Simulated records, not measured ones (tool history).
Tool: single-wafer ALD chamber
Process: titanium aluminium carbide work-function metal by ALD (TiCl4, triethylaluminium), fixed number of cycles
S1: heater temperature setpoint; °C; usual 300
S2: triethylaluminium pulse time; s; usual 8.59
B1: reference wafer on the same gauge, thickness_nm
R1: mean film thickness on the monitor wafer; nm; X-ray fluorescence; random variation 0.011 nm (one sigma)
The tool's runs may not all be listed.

run	hour	S1	S2	B1	R1
1	0.0	294	8.59	1.930	1.998
# hour 61.6: triethylaluminium bottle replaced
2	69.1	294	8.59	1.931	2.012
3	130.6	294	8.59	1.931	1.991
4	158.5	309	8.59	1.930	2.167
5	205.8	309	8.59	1.930	2.148
6	230.8	309	8.59	1.929	2.153
7	425.5	293	8.59	1.932	1.979
8	483.4	303	10.89	1.931	2.173
# hour 511.0: thermocouple changed; heater temperature recalibrated
# hour 525.7: showerhead replaced
9	651.7	303	10.89	1.931	2.122
# hour 668.3: gauge calibrated
10	676.2	300	8.59	1.930	2.052
11	740.6	300	8.59	1.929	2.065
12	782.8	307	8.59	1.928	2.134
13	840.3	307	8.59	1.931	2.123
14	921.6	300	6.06	1.931	1.912
15	986.8	288	5.20	1.930	1.756
16	1018.6	300	8.59	1.930	2.067
17	1060.1	300	6.98	1.927	1.968
18	1087.8	295	5.70	1.929	1.878
# hour 1123.1: triethylaluminium bottle replaced
19	1134.5	305	9.83	1.931	2.149
20	1201.2	312	8.59	1.930	2.183
21	1264.2	296	10.64	1.930	2.087
22	1305.1	291	7.01	1.931	1.908
23	1329.6	300	5.38	1.931	1.886
24	1373.1	293	5.75	1.931	1.841
25	1435.0	291	11.69	1.929	2.029
26	1499.9	300	8.59	1.932	2.063
27	1530.8	300	8.59	1.930	2.062
28	1592.2	296	6.86	1.930	1.951

Forecast each of these 4 alternatives for the next run:
A	1592.6	300	8.59	?	?
B	1592.6	300	6.21	?	?
C	1592.6	300	5.49	?	?
D	1592.6	300	5.63	?	?

run	B1	R1
A	1.932	2.066
B	1.932	1.951
C	1.932	1.897
D	1.932	1.909
Without the tool's hidden state the same runs would have given:
run	R1
A	2.066
B	1.951
C	1.897
D	1.909
